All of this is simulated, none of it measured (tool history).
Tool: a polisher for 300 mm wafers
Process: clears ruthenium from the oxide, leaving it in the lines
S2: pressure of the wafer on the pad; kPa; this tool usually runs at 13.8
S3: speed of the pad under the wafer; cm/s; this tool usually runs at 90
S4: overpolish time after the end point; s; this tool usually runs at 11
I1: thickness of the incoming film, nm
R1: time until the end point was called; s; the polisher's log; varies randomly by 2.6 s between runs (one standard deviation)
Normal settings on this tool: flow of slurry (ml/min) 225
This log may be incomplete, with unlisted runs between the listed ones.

{"run": 1, "day": 0.0, "flow of slurry (ml/min)": 225, "S2": 13.8, "S3": 90, "S4": 11, "I1": 142.2, "R1": 139.3}
{"run": 2, "day": 3.471, "flow of slurry (ml/min)": 225, "S2": 13.8, "S3": 90, "S4": 11, "I1": 139.4, "R1": 136}
{"run": 3, "day": 6.504, "flow of slurry (ml/min)": 225, "S2": 13.8, "S3": 104, "S4": 6, "I1": 140.1, "R1": 132}
{"run": 4, "day": 9.775, "flow of slurry (ml/min)": 225, "S2": 13.8, "S3": 104, "S4": 6, "I1": 137.5, "R1": 125.2}
{"day": 11.233, "done": "worn pad replaced by a new one"}
{"run": 5, "day": 15.45, "flow of slurry (ml/min)": 225, "S2": 13.8, "S3": 90, "S4": 8, "I1": 138.5, "R1": 129.3}
{"day": 16.221, "done": "slurry nozzle cleaned"}
{"run": 6, "day": 17.633, "flow of slurry (ml/min)": 225, "S2": 13.8, "S3": 90, "S4": 11, "I1": 139.5, "R1": 136.6}
{"run": 7, "day": 19.804, "flow of slurry (ml/min)": 225, "S2": 13.8, "S3": 90, "S4": 11, "I1": 141.5, "R1": 144.6}
{"run": 8, "day": 21.767, "flow of slurry (ml/min)": 225, "S2": 13.8, "S3": 90, "S4": 11, "I1": 137.9, "R1": 138.6}
{"run": 9, "day": 26.725, "flow of slurry (ml/min)": 225, "S2": 13.8, "S3": 90, "S4": 11, "I1": 141.8, "R1": 149.6}
{"day": 29.142, "done": "worn pad replaced by a new one"}
{"run": 10, "day": 29.779, "flow of slurry (ml/min)": 225, "S2": 13.8, "S3": 90, "S4": 11, "I1": 139.8, "R1": 136.6}
{"day": 30.242, "done": "head pressure recalibrated"}
{"run": 11, "day": 32.658, "flow of slurry (ml/min)": 225, "S2": 13.8, "S3": 106, "S4": 11, "I1": 141.8, "R1": 118.5}
{"day": 34.046, "done": "slurry nozzle cleaned"}
{"run": 12, "day": 34.675, "flow of slurry (ml/min)": 225, "S2": 13.8, "S3": 106, "S4": 11, "I1": 140.8, "R1": 115.2}
{"run": 13, "day": 37.617, "flow of slurry (ml/min)": 225, "S2": 13.8, "S3": 90, "S4": 11, "I1": 141.1, "R1": 135.8}
{"run": 14, "day": 41.571, "flow of slurry (ml/min)": 225, "S2": 13.8, "S3": 90, "S4": 11, "I1": 137.6, "R1": 139.1}
{"run": 15, "day": 44.375, "flow of slurry (ml/min)": 225, "S2": 13.8, "S3": 90, "S4": 11, "I1": 141.1, "R1": 147.9}
{"day": 48.258, "done": "worn pad replaced by a new one"}
{"run": 16, "day": 48.675, "flow of slurry (ml/min)": 285, "S2": 13.8, "S3": 102, "S4": 17, "I1": 141, "R1": 113.2}
{"run": 17, "day": 53.0, "flow of slurry (ml/min)": 225, "S2": 13.8, "S3": 90, "S4": 17, "I1": 139.9, "R1": 133.4}
{"day": 53.542, "done": "slurry nozzle cleaned"}
{"run": 18, "day": 56.929, "flow of slurry (ml/min)": 225, "S2": 13.8, "S3": 90, "S4": 11, "I1": 139.9, "R1": 130.1}
{"run": 19, "day": 59.879, "flow of slurry (ml/min)": 225, "S2": 13.8, "S3": 58, "S4": 16, "I1": 140, "R1": 214.5}
{"run": 20, "day": 63.092, "flow of slurry (ml/min)": 170, "S2": 13.8, "S3": 90, "S4": 11, "I1": 139.1, "R1": 146.7}
{"day": 64.371, "done": "worn pad replaced by a new one"}
{"run": 21, "day": 65.904, "flow of slurry (ml/min)": 225, "S2": 15.2, "S3": 90, "S4": 15, "I1": 138.9, "R1": 124.9}
{"run": 22, "day": 68.558, "flow of slurry (ml/min)": 225, "S2": 11.7, "S3": 118, "S4": 11, "I1": 139.4, "R1": 113.7}
{"day": 69.917, "done": "slurry nozzle cleaned"}
{"run": 23, "day": 71.071, "flow of slurry (ml/min)": 255, "S2": 13.8, "S3": 90, "S4": 16, "I1": 141.8, "R1": 135.6}
{"run": 24, "day": 80.917, "flow of slurry (ml/min)": 225, "S2": 13.8, "S3": 66, "S4": 11, "I1": 139.3, "R1": 189.2}
{"day": 82.675, "done": "head pressure recalibrated"}
{"run": 25, "day": 83.142, "flow of slurry (ml/min)": 190, "S2": 9.7, "S3": 90, "S4": 11, "I1": 137.2, "R1": 199.3}
{"day": 84.054, "done": "worn pad replaced by a new one"}
{"run": 26, "day": 84.967, "flow of slurry (ml/min)": 225, "S2": 15.9, "S3": 90, "S4": 11, "I1": 139.5, "R1": 119.4}
{"run": 27, "day": 88.804, "flow of slurry (ml/min)": 225, "S2": 13.8, "S3": 76, "S4": 13, "I1": 138.2, "R1": 160.9}
{"day": 89.7, "done": "slurry nozzle cleaned"}
{"run": 28, "day": 92.596, "flow of slurry (ml/min)": 225, "S2": 13.8, "S3": 90, "S4": 11, "I1": 139.7, "R1": 136.9}

Consider 5 possible next runs. They are alternatives, not a sequence: every one starts from the tool as it was left by run 28. What does each give?
{"run": "A", "day": 92.617, "flow of slurry (ml/min)": 225, "S2": 13.8, "S3": 90, "S4": 11, "I1": 138.5, "R1": "?"}
{"run": "B", "day": 92.617, "flow of slurry (ml/min)": 225, "S2": 11, "S3": 90, "S4": 11, "I1": 138.5, "R1": "?"}
{"run": "C", "day": 92.617, "flow of slurry (ml/min)": 255, "S2": 17.9, "S3": 76, "S4": 5, "I1": 138.5, "R1": "?"}
{"run": "D", "day": 92.617, "flow of slurry (ml/min)": 225, "S2": 11.7, "S3": 90, "S4": 11, "I1": 138.5, "R1": "?"}
{"run": "E", "day": 92.617, "flow of slurry (ml/min)": 165, "S2": 13.8, "S3": 90, "S4": 15, "I1": 138.5, "R1": "?"}

run=A R1=137.6
run=B R1=160.8
run=C R1=131.9
run=D R1=154.3
run=E R1=144.4
Had the tool no hidden state, the same runs would have come out as:
run=A R1=132.3
run=B R1=154.6
run=C R1=126.8
run=D R1=148.3
run=E R1=138.8

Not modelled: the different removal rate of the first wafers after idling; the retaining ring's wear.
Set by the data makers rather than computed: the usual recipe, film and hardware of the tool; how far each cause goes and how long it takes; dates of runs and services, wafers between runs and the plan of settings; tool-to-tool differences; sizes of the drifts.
